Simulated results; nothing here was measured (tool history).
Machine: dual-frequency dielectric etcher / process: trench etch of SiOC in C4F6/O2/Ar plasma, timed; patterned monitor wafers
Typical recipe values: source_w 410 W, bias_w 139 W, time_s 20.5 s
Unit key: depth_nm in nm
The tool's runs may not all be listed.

run,hour,source_w,bias_w,time_s,"read-back reference wafer on the same gauge, depth_nm",depth_nm
1,0.0,410,139,20.5,31.30,34.18
2,16.3,410,139,20.5,31.29,34.11
3,34.1,340,139,20.5,31.27,31.83
4,47.3,410,127,20.5,31.30,33.06
5,59.3,410,148,20.5,31.30,34.82
6,70.7,410,148,20.5,31.29,34.93
7,84.2,410,139,20.5,31.29,33.93
8,98.7,410,139,20.5,31.30,34.04
9,105.8,410,139,20.5,31.32,33.99
10,118.2,410,139,20.5,31.30,34.00
# hour 143.9: upper electrode replaced
11,144.4,410,139,20.5,31.30,33.96
12,146.6,410,139,20.5,31.29,33.91
13,159.5,410,139,20.5,31.28,34.04
14,175.7,410,158,23.5,31.27,40.79
15,184.9,500,129,17.0,31.30,29.49

Run 16, settings as shown, results not yet in. Your forecast:
# hour 191.0: source power generator calibrated
16,199.3,410,139,20.5,?,?

read-back reference wafer on the same gauge, depth_nm: 31.32
depth_nm: 33.88 nm
With no hidden state in the tool, this same run would have given depth_nm 34.40 nm.
